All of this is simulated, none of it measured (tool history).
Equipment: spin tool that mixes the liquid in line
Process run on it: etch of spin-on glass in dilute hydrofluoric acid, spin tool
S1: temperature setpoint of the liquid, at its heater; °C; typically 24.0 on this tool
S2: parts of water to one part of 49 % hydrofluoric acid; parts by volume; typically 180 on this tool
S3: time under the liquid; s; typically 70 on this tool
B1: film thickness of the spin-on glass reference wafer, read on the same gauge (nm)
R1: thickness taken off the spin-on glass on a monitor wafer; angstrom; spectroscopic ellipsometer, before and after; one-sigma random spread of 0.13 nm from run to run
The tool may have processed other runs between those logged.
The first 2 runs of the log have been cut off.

run	hour	S1	S2	S3	B1	R1
3	47.7	22.0	180	70	150.01	199.1
4	77.3	24.0	180	70	149.97	214.1
5	92.8	24.0	180	70	150.03	214.7
6	110.6	21.5	180	60	150.04	168.6
7	139.9	21.5	180	60	150.02	168.4
8	173.8	24.0	180	70	150.00	217.2
9	196.1	24.0	180	70	150.03	219.2
10	218.2	24.0	180	70	149.99	216.2
# hour 238.2: thermometer replaced
11	246.1	24.0	180	70	150.03	217.6
12	272.2	24.0	180	70	149.98	218.8
13	300.0	24.0	180	70	149.99	219.7
14	316.0	24.0	180	70	150.01	220.3
# hour 327.8: hydrofluoric acid flow meter replaced
# hour 353.3: gauge calibrated
15	368.8	24.0	180	70	149.99	194.0
16	389.5	24.0	180	70	150.01	195.9
17	405.0	25.5	235	40	149.99	85.8
18	424.6	24.0	235	85	150.00	171.7
19	460.1	21.0	180	70	150.01	176.0

Estimate the outcome of run 20 from the log above:
20	493.6	24.0	180	70	?	?

Run 20 produced B1 150.04, R1 198.5 angstrom.
With the hidden condition absent and the run-to-run variation left alone, this run would have shown R1 191.0 angstrom.
